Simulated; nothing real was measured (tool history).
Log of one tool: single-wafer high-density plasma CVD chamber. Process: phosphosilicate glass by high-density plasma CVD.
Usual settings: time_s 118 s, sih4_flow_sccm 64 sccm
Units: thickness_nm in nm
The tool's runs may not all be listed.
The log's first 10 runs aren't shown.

run   hour  time_s  sih4_flow_sccm  wafers since the last listed run  hours since the silane flow controller was replaced  hours since the gauge calibration  read-back reference wafer on the same gauge, thickness_nm  thickness_nm
     270.8  -- gauge calibrated
 11  279.9     118              64                               339                                               3034.3                                9.1                                                    723.400       644.336
 12  292.9     118              73                               136                                               3047.3                               22.1                                                    722.493       736.825
 13  312.7     118              73                               207                                               3067.1                               41.9                                                    722.629       736.523
 14  331.2     126              64                               193                                               3085.6                               60.4                                                    722.822       688.587
 15  355.4     123              64                               253                                               3109.8                               84.6                                                    723.156       674.011
 16  372.2     123              64                               176                                               3126.6                              101.4                                                    722.125       672.106
 17  406.8     132              64                               362                                               3161.2                              136.0                                                    722.622       721.648
     434.4  -- silane flow controller replaced
 18  440.9     134              73                               273                                                  6.5                              170.1                                                    723.292       869.627
 19  471.4     118              64                               319                                                 37.0                              200.6                                                    723.828       667.009
 20  483.5     118              64                               126                                                 49.1                              212.7                                                    722.486       671.101
 21  515.2     118              54                               332                                                 80.8                              244.4                                                    722.555       560.814
 22  537.4     112              64                               232                                                103.0                              266.6                                                    722.528       634.025
 23  568.8     132              64                               329                                                134.4                              298.0                                                    723.513       750.518
 24  592.0     118              64                               243                                                157.6                              321.2                                                    722.849       665.061
 25  623.9     141              69                               334                                                189.5                              353.1                                                    722.906       858.072
 26  651.3     118              61                               287                                                216.9                              380.5                                                    723.719       632.541
 27  672.5     118              64                               222                                                238.1                              401.7                                                    722.980       664.421
 28  707.0     111              76                               361                                                272.6                              436.2                                                    722.938       740.244
 29  733.6     106              53                               278                                                299.2                              462.8                                                    723.638       495.445
 30  764.3     133              60                               321                                                329.9                              493.5                                                    722.565       699.542
 31  785.5     118              58                               222                                                351.1                              514.7                                                    723.767       603.323

The next listed run, before its measurement:
 32  817.0     118              64                               330                                                382.6                              546.2                                                          ?             ?

Run 32 gave read-back reference wafer on the same gauge, thickness_nm 722.522, thickness_nm 662.939 nm.
Without the tool's hidden state the same run would have given thickness_nm 674.547 nm.
